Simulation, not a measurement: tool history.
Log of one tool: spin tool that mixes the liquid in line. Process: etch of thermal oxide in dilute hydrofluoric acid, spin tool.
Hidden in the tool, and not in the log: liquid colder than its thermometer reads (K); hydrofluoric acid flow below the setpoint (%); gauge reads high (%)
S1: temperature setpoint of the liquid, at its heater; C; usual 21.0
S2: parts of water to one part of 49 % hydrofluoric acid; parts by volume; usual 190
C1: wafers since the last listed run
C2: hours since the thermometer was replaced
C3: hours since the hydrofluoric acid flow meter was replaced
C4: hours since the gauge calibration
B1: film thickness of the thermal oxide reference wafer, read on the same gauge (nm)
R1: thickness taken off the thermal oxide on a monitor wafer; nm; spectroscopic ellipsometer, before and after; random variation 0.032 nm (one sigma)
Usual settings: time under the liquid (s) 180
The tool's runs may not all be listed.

run 1 day=0.000 | S1=24.0 S2=190 time_under_the_liquid_(s)=180 | C1=0 C2=679.4 C3=967.5 C4=157.1 | B1=99.990 | R1=3.440
-- day=0.925 thermometer replaced
run 2 day=1.650 | S1=24.0 S2=190 time_under_the_liquid_(s)=180 | C1=224 C2=17.4 C3=1007.1 C4=196.7 | B1=100.038 | R1=3.488
run 3 day=4.875 | S1=21.0 S2=190 time_under_the_liquid_(s)=180 | C1=449 C2=94.8 C3=1084.5 C4=274.1 | B1=100.004 | R1=3.061
run 4 day=7.171 | S1=21.0 S2=190 time_under_the_liquid_(s)=180 | C1=319 C2=149.9 C3=1139.6 C4=329.2 | B1=99.984 | R1=3.034
run 5 day=8.988 | S1=21.0 S2=190 time_under_the_liquid_(s)=180 | C1=253 C2=193.5 C3=1183.2 C4=372.8 | B1=99.983 | R1=2.986
run 6 day=12.658 | S1=21.0 S2=190 time_under_the_liquid_(s)=235 | C1=511 C2=281.6 C3=1271.3 C4=460.9 | B1=99.981 | R1=3.858
run 7 day=15.454 | S1=21.0 S2=190 time_under_the_liquid_(s)=180 | C1=389 C2=348.7 C3=1338.4 C4=528.0 | B1=99.972 | R1=2.947
run 8 day=17.133 | S1=21.0 S2=190 time_under_the_liquid_(s)=200 | C1=234 C2=389.0 C3=1378.7 C4=568.3 | B1=100.004 | R1=3.309
run 9 day=20.079 | S1=21.0 S2=190 time_under_the_liquid_(s)=180 | C1=410 C2=459.7 C3=1449.4 C4=639.0 | B1=99.997 | R1=2.938
run 10 day=24.517 | S1=19.0 S2=265 time_under_the_liquid_(s)=180 | C1=618 C2=566.2 C3=1555.9 C4=745.5 | B1=99.984 | R1=1.790
-- day=26.262 hydrofluoric acid flow meter replaced
run 11 day=27.400 | S1=24.5 S2=140 time_under_the_liquid_(s)=180 | C1=396 C2=635.4 C3=27.3 C4=814.7 | B1=100.014 | R1=5.472
run 12 day=30.317 | S1=23.0 S2=260 time_under_the_liquid_(s)=235 | C1=406 C2=705.4 C3=97.3 C4=884.7 | B1=99.985 | R1=3.170
-- day=30.712 thermometer replaced
run 13 day=33.721 | S1=21.0 S2=125 time_under_the_liquid_(s)=180 | C1=468 C2=72.2 C3=179.0 C4=966.4 | B1=99.982 | R1=5.258
-- day=34.817 gauge calibrated
run 14 day=35.604 | S1=21.0 S2=190 time_under_the_liquid_(s)=180 | C1=262 C2=117.4 C3=224.2 C4=18.9 | B1=100.018 | R1=3.227
run 15 day=38.488 | S1=21.0 S2=190 time_under_the_liquid_(s)=235 | C1=401 C2=186.6 C3=293.4 C4=88.1 | B1=99.967 | R1=4.208
run 16 day=41.229 | S1=17.0 S2=190 time_under_the_liquid_(s)=285 | C1=382 C2=252.4 C3=359.2 C4=153.9 | B1=99.972 | R1=4.309
run 17 day=45.429 | S1=21.0 S2=190 time_under_the_liquid_(s)=180 | C1=585 C2=353.2 C3=460.0 C4=254.7 | B1=100.019 | R1=3.220
run 18 day=49.079 | S1=21.0 S2=190 time_under_the_liquid_(s)=180 | C1=508 C2=440.8 C3=547.6 C4=342.3 | B1=100.006 | R1=3.217
run 19 day=53.079 | S1=25.5 S2=190 time_under_the_liquid_(s)=130 | C1=557 C2=536.8 C3=643.6 C4=438.3 | B1=100.010 | R1=2.742
run 20 day=55.021 | S1=17.5 S2=105 time_under_the_liquid_(s)=225 | C1=270 C2=583.4 C3=690.2 C4=484.9 | B1=99.980 | R1=6.847

4 ways to go on from here, each from the tool as it stands after run 20. What would each give?
run A day=55.042 | S1=21.0 S2=280 time_under_the_liquid_(s)=180 | C1=2 C2=583.9 C3=690.7 C4=485.4 | B1=? | R1=?
run B day=55.042 | S1=21.0 S2=115 time_under_the_liquid_(s)=260 | C1=2 C2=583.9 C3=690.7 C4=485.4 | B1=? | R1=?
run C day=55.042 | S1=24.5 S2=260 time_under_the_liquid_(s)=90 | C1=2 C2=583.9 C3=690.7 C4=485.4 | B1=? | R1=?
run D day=55.042 | S1=25.5 S2=160 time_under_the_liquid_(s)=75 | C1=2 C2=583.9 C3=690.7 C4=485.4 | B1=? | R1=?

run=A B1=99.950 R1=1.935
run=B B1=99.950 R1=8.094
run=C B1=99.950 R1=1.204
run=D B1=99.950 R1=1.893
Without the tool's hidden state the same runs would have given:
run=A R1=2.057
run=B R1=8.548
run=C R1=1.280
run=D R1=2.005

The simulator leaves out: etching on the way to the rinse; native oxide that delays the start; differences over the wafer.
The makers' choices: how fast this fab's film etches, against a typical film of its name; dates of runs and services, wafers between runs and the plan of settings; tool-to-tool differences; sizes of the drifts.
